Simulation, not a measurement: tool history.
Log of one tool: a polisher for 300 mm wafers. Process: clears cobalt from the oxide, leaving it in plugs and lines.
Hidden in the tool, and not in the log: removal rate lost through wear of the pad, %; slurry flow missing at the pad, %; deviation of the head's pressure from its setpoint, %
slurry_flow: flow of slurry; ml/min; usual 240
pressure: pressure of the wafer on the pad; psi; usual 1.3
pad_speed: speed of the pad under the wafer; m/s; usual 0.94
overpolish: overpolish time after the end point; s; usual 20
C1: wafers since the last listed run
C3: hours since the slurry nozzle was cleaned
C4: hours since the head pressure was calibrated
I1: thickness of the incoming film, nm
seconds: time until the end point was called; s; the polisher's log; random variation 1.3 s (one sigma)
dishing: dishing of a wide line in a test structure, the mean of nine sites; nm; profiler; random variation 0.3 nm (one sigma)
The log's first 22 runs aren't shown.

-- day=62.183 worn pad replaced by a new one
run 23 day=62.512 | slurry_flow=275 pressure=1.3 pad_speed=0.82 overpolish=20 | C1=656 wafers_polished_on_this_pad=64 C3=221.7 C4=701.5 | I1=218.5 | seconds=91.1 dishing=18.9
run 24 day=65.342 | slurry_flow=175 pressure=0.9 pad_speed=0.74 overpolish=10 | C1=556 wafers_polished_on_this_pad=621 C3=289.6 C4=769.4 | I1=217.8 | seconds=132.4 dishing=11.3
run 25 day=67.804 | slurry_flow=240 pressure=1.3 pad_speed=0.94 overpolish=20 | C1=484 wafers_polished_on_this_pad=1106 C3=348.7 C4=828.5 | I1=221.5 | seconds=87.5 dishing=18.7
run 26 day=71.308 | slurry_flow=240 pressure=1.3 pad_speed=0.94 overpolish=10 | C1=689 wafers_polished_on_this_pad=1795 C3=432.8 C4=912.6 | I1=221.9 | seconds=92.6 dishing=14.2
-- day=71.458 head pressure recalibrated
run 27 day=74.912 | slurry_flow=240 pressure=1.6 pad_speed=0.8 overpolish=30 | C1=692 wafers_polished_on_this_pad=2488 C3=519.3 C4=82.9 | I1=223.8 | seconds=81.3 dishing=20.1
run 28 day=77.95 | slurry_flow=240 pressure=1.3 pad_speed=0.82 overpolish=27 | C1=597 wafers_polished_on_this_pad=3086 C3=592.2 C4=155.8 | I1=221.5 | seconds=94.8 dishing=19.1
-- day=81.733 slurry nozzle cleaned
run 29 day=82.075 | slurry_flow=305 pressure=1.5 pad_speed=1.04 overpolish=13 | C1=803 wafers_polished_on_this_pad=3890 C3=8.2 C4=254.8 | I1=222.2 | seconds=68.3 dishing=17.6
run 30 day=84.617 | slurry_flow=240 pressure=1.3 pad_speed=0.94 overpolish=20 | C1=500 wafers_polished_on_this_pad=4390 C3=69.2 C4=315.8 | I1=220.3 | seconds=79.2 dishing=18.8
-- day=85.396 worn pad replaced by a new one
run 31 day=86.933 | slurry_flow=280 pressure=1.7 pad_speed=1.08 overpolish=20 | C1=423 wafers_polished_on_this_pad=302 C3=124.8 C4=371.4 | I1=220.3 | seconds=61.5 dishing=19.7
run 32 day=91.104 | slurry_flow=240 pressure=1.1 pad_speed=0.94 overpolish=29 | C1=820 wafers_polished_on_this_pad=1123 C3=224.9 C4=471.5 | I1=220.2 | seconds=94.2 dishing=19.6

Forecast run 33:
run 33 day=93.862 | slurry_flow=240 pressure=1 pad_speed=0.94 overpolish=25 | C1=542 wafers_polished_on_this_pad=1666 C3=291.1 C4=537.7 | I1=222.6 | seconds=? dishing=?

{"run 33": {"seconds": 102.3, "dishing": 19.1}}
Without the tool's hidden state the same run would have given seconds 97.9 s, dishing 19.2 nm.

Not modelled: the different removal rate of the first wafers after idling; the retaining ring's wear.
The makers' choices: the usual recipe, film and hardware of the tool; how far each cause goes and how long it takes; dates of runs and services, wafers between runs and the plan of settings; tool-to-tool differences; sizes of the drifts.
